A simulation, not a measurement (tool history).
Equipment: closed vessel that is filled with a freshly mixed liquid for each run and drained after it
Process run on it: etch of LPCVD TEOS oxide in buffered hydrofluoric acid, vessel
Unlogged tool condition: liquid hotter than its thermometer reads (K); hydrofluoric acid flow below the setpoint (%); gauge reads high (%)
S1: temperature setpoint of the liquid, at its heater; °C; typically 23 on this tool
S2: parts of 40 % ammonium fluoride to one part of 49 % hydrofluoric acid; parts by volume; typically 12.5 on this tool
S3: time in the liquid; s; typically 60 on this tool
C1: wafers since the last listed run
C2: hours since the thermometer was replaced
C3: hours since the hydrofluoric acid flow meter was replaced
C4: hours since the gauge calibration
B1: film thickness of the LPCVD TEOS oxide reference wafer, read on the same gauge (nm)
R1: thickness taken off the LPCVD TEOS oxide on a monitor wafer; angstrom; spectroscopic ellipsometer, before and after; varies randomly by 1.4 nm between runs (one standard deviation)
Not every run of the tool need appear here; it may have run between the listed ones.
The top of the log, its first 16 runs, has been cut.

run	hour	S1	S2	S3	C1	C2	C3	C4	B1	R1
# hour 1234.5: gauge calibrated
# hour 1317.8: hydrofluoric acid flow meter replaced
17	1323.1	26	10.5	60	8766	1226	5.3	88.6	150.01	2211.4
18	1394	19.5	12.5	60	5809	1296.9	76.2	159.5	150	1271.4
19	1486	23	12.5	60	7537	1388.9	168.2	251.5	149.99	1551.1
20	1558.3	23	12.5	40	5923	1461.2	240.5	323.8	149.98	1038.2
# hour 1677.2: thermometer replaced
21	1692.5	20	15.5	75	10913	15.3	374.7	458	150.01	1333.3
22	1792.9	18.5	16.5	35	8226	115.7	475.1	558.4	149.99	524.2
23	1838.8	23	12.5	60	3760	161.6	521	604.3	149.99	1537.9
24	1916.7	23	12.5	60	6382	239.5	598.9	682.2	149.99	1551.4
25	1989.5	25	14.5	90	5964	312.3	671.7	755	149.98	2216.7
26	2051.3	19	7.5	60	5063	374.1	733.5	816.8	150.02	1972.1
27	2097.2	26.5	16	95	3760	420	779.4	862.7	150	2249
28	2263.2	25.5	12.5	35	13601	586	945.4	1028.7	150.01	1007.9
29	2369.6	23	12.5	60	8717	692.4	1051.8	1135.1	150	1507
# hour 2589.1: hydrofluoric acid flow meter replaced
30	2613.5	18.5	9.5	45	19901	936.3	24.4	1379	149.99	1186.2
31	2937	23	12.5	35	26505	1259.8	347.9	1702.5	149.99	905
32	3002.3	25.5	12.5	60	5350	1325.1	413.2	1767.8	150	1758.9
33	3070.4	19	12.5	35	5579	1393.2	481.3	1835.9	149.98	717.1

What if the next run were any one of these 4? Each begins from the tool's condition after run 33:
A	3071.1	23	12.5	60	57	1393.9	482	1836.6	?	?
B	3071.1	24.5	16.5	80	57	1393.9	482	1836.6	?	?
C	3071.1	21	11	60	57	1393.9	482	1836.6	?	?
D	3071.1	20.5	16.5	75	57	1393.9	482	1836.6	?	?

run	B1	R1
A	149.99	1517.6
B	149.99	1672.3
C	149.99	1539.7
D	149.99	1257.2
Stripped of hidden state, with their random variation kept, the same runs would have yielded:
run	R1
A	1542.9
B	1700.4
C	1565.2
D	1278.3

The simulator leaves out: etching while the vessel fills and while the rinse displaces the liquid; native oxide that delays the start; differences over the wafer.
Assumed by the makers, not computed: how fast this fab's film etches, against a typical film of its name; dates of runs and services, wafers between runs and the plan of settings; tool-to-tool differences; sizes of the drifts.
